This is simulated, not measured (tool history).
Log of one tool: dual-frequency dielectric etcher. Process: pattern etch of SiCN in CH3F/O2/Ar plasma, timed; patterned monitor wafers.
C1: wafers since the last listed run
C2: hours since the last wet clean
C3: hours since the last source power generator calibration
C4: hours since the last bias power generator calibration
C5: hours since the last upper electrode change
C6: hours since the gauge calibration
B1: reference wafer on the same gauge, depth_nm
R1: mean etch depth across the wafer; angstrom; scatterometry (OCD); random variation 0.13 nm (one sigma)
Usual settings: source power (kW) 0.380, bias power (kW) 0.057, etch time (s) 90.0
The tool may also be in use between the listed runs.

run 1 hour=0.0 | source_power_(kW)=0.380 bias_power_(kW)=0.057 etch_time_(s)=90.0 | C1=0 C2=591.4 C3=2320.3 C4=3046.1 C5=666.9 C6=909.5 | B1=30.78 | R1=339.3
-- hour=39.1 wet clean of the chamber
run 2 hour=90.4 | source_power_(kW)=0.380 bias_power_(kW)=0.057 etch_time_(s)=90.0 | C1=654 C2=51.3 C3=2410.7 C4=3136.5 C5=757.3 C6=999.9 | B1=30.76 | R1=326.9
run 3 hour=180.8 | source_power_(kW)=0.380 bias_power_(kW)=0.050 etch_time_(s)=90.0 | C1=890 C2=141.7 C3=2501.1 C4=3226.9 C5=847.7 C6=1090.3 | B1=30.74 | R1=315.1
run 4 hour=287.0 | source_power_(kW)=0.380 bias_power_(kW)=0.050 etch_time_(s)=90.0 | C1=1046 C2=247.9 C3=2607.3 C4=3333.1 C5=953.9 C6=1196.5 | B1=30.84 | R1=317.6
run 5 hour=328.6 | source_power_(kW)=0.380 bias_power_(kW)=0.050 etch_time_(s)=90.0 | C1=409 C2=289.5 C3=2648.9 C4=3374.7 C5=995.5 C6=1238.1 | B1=30.80 | R1=318.1
run 6 hour=414.9 | source_power_(kW)=0.380 bias_power_(kW)=0.057 etch_time_(s)=90.0 | C1=850 C2=375.8 C3=2735.2 C4=3461.0 C5=1081.8 C6=1324.4 | B1=30.81 | R1=338.9
run 7 hour=510.8 | source_power_(kW)=0.380 bias_power_(kW)=0.057 etch_time_(s)=90.0 | C1=944 C2=471.7 C3=2831.1 C4=3556.9 C5=1177.7 C6=1420.3 | B1=30.79 | R1=337.8
run 8 hour=576.0 | source_power_(kW)=0.380 bias_power_(kW)=0.057 etch_time_(s)=73.5 | C1=642 C2=536.9 C3=2896.3 C4=3622.1 C5=1242.9 C6=1485.5 | B1=30.83 | R1=279.7
run 9 hour=623.3 | source_power_(kW)=0.380 bias_power_(kW)=0.057 etch_time_(s)=73.5 | C1=466 C2=584.2 C3=2943.6 C4=3669.4 C5=1290.2 C6=1532.8 | B1=30.86 | R1=279.5
run 10 hour=660.1 | source_power_(kW)=0.380 bias_power_(kW)=0.057 etch_time_(s)=73.5 | C1=362 C2=621.0 C3=2980.4 C4=3706.2 C5=1327.0 C6=1569.6 | B1=30.86 | R1=281.6
-- hour=710.4 wet clean of the chamber
run 11 hour=710.9 | source_power_(kW)=0.380 bias_power_(kW)=0.057 etch_time_(s)=90.0 | C1=264 C2=0.5 C3=3031.2 C4=3757.0 C5=1377.8 C6=1620.4 | B1=30.76 | R1=323.1
run 12 hour=800.7 | source_power_(kW)=0.380 bias_power_(kW)=0.057 etch_time_(s)=71.5 | C1=884 C2=90.3 C3=3121.0 C4=3846.8 C5=1467.6 C6=1710.2 | B1=30.78 | R1=261.1
run 13 hour=864.0 | source_power_(kW)=0.380 bias_power_(kW)=0.057 etch_time_(s)=71.5 | C1=623 C2=153.6 C3=3184.3 C4=3910.1 C5=1530.9 C6=1773.5 | B1=30.79 | R1=261.6
run 14 hour=1112.6 | source_power_(kW)=0.380 bias_power_(kW)=0.064 etch_time_(s)=71.5 | C1=2449 C2=402.2 C3=3432.9 C4=4158.7 C5=1779.5 C6=2022.1 | B1=30.83 | R1=279.2
run 15 hour=1211.4 | source_power_(kW)=0.380 bias_power_(kW)=0.062 etch_time_(s)=105.0 | C1=973 C2=501.0 C3=3531.7 C4=4257.5 C5=1878.3 C6=2120.9 | B1=30.80 | R1=407.1
run 16 hour=1273.3 | source_power_(kW)=0.330 bias_power_(kW)=0.057 etch_time_(s)=90.0 | C1=609 C2=562.9 C3=3593.6 C4=4319.4 C5=1940.2 C6=2182.8 | B1=30.80 | R1=327.6
-- hour=1329.6 source power generator calibrated
-- hour=1359.1 upper electrode replaced
-- hour=1377.0 wet clean of the chamber
run 17 hour=1377.5 | source_power_(kW)=0.430 bias_power_(kW)=0.069 etch_time_(s)=90.0 | C1=574 C2=0.5 C3=47.9 C4=4423.6 C5=18.4 C6=2287.0 | B1=30.78 | R1=360.9
-- hour=1395.1 gauge calibrated
run 18 hour=1431.1 | source_power_(kW)=0.410 bias_power_(kW)=0.061 etch_time_(s)=90.0 | C1=528 C2=54.1 C3=101.5 C4=4477.2 C5=72.0 C6=36.0 | B1=30.75 | R1=342.5
-- hour=1467.0 bias power generator calibrated
run 19 hour=1469.7 | source_power_(kW)=0.470 bias_power_(kW)=0.048 etch_time_(s)=100.0 | C1=340 C2=92.7 C3=140.1 C4=2.7 C5=110.6 C6=74.6 | B1=30.80 | R1=367.4
run 20 hour=1516.7 | source_power_(kW)=0.380 bias_power_(kW)=0.057 etch_time_(s)=90.0 | C1=463 C2=139.7 C3=187.1 C4=49.7 C5=157.6 C6=121.6 | B1=30.83 | R1=328.6
run 21 hour=1611.5 | source_power_(kW)=0.380 bias_power_(kW)=0.057 etch_time_(s)=90.0 | C1=934 C2=234.5 C3=281.9 C4=144.5 C5=252.4 C6=216.4 | B1=30.78 | R1=331.5
run 22 hour=1694.0 | source_power_(kW)=0.380 bias_power_(kW)=0.057 etch_time_(s)=90.0 | C1=812 C2=317.0 C3=364.4 C4=227.0 C5=334.9 C6=298.9 | B1=30.77 | R1=334.2
run 23 hour=1732.7 | source_power_(kW)=0.380 bias_power_(kW)=0.065 etch_time_(s)=90.0 | C1=381 C2=355.7 C3=403.1 C4=265.7 C5=373.6 C6=337.6 | B1=30.82 | R1=350.5
run 24 hour=1824.6 | source_power_(kW)=0.380 bias_power_(kW)=0.057 etch_time_(s)=90.0 | C1=905 C2=447.6 C3=495.0 C4=357.6 C5=465.5 C6=429.5 | B1=30.78 | R1=339.7
run 25 hour=1897.4 | source_power_(kW)=0.380 bias_power_(kW)=0.057 etch_time_(s)=90.0 | C1=717 C2=520.4 C3=567.8 C4=430.4 C5=538.3 C6=502.3 | B1=30.81 | R1=339.2
-- hour=1977.5 wet clean of the chamber
run 26 hour=1979.2 | source_power_(kW)=0.480 bias_power_(kW)=0.065 etch_time_(s)=90.0 | C1=569 C2=1.7 C3=649.6 C4=512.2 C5=620.1 C6=584.1 | B1=30.76 | R1=361.3
run 27 hour=2060.3 | source_power_(kW)=0.450 bias_power_(kW)=0.057 etch_time_(s)=90.0 | C1=799 C2=82.8 C3=730.7 C4=593.3 C5=701.2 C6=665.2 | B1=30.81 | R1=341.1

Measured less the same run without the tool's hidden state. The same run-to-run variation is in both; the gauge's scatter may not be:
The hidden state here: etch rate over this chamber's usual, %; source power that arrives over what is set, %; bias power that arrives over what is set, %; gauge reads high (%).
run=1 R1=+15.7
run=2 R1=+2.0
run=3 R1=+4.2
run=4 R1=+7.0
run=5 R1=+8.1
run=6 R1=+11.0
run=7 R1=+13.5
run=8 R1=+12.6
run=9 R1=+13.7
run=10 R1=+14.6
run=11 R1=+0.7
run=12 R1=+2.5
run=13 R1=+3.9
run=14 R1=+9.8
run=15 R1=+17.4
run=16 R1=+15.6
run=17 R1=+1.3
run=18 R1=+2.7
run=19 R1=+4.2
run=20 R1=+5.0
run=21 R1=+7.7
run=22 R1=+9.9
run=23 R1=+11.5
run=24 R1=+13.6
run=25 R1=+15.5
run=26 R1=-1.9
run=27 R1=+0.6

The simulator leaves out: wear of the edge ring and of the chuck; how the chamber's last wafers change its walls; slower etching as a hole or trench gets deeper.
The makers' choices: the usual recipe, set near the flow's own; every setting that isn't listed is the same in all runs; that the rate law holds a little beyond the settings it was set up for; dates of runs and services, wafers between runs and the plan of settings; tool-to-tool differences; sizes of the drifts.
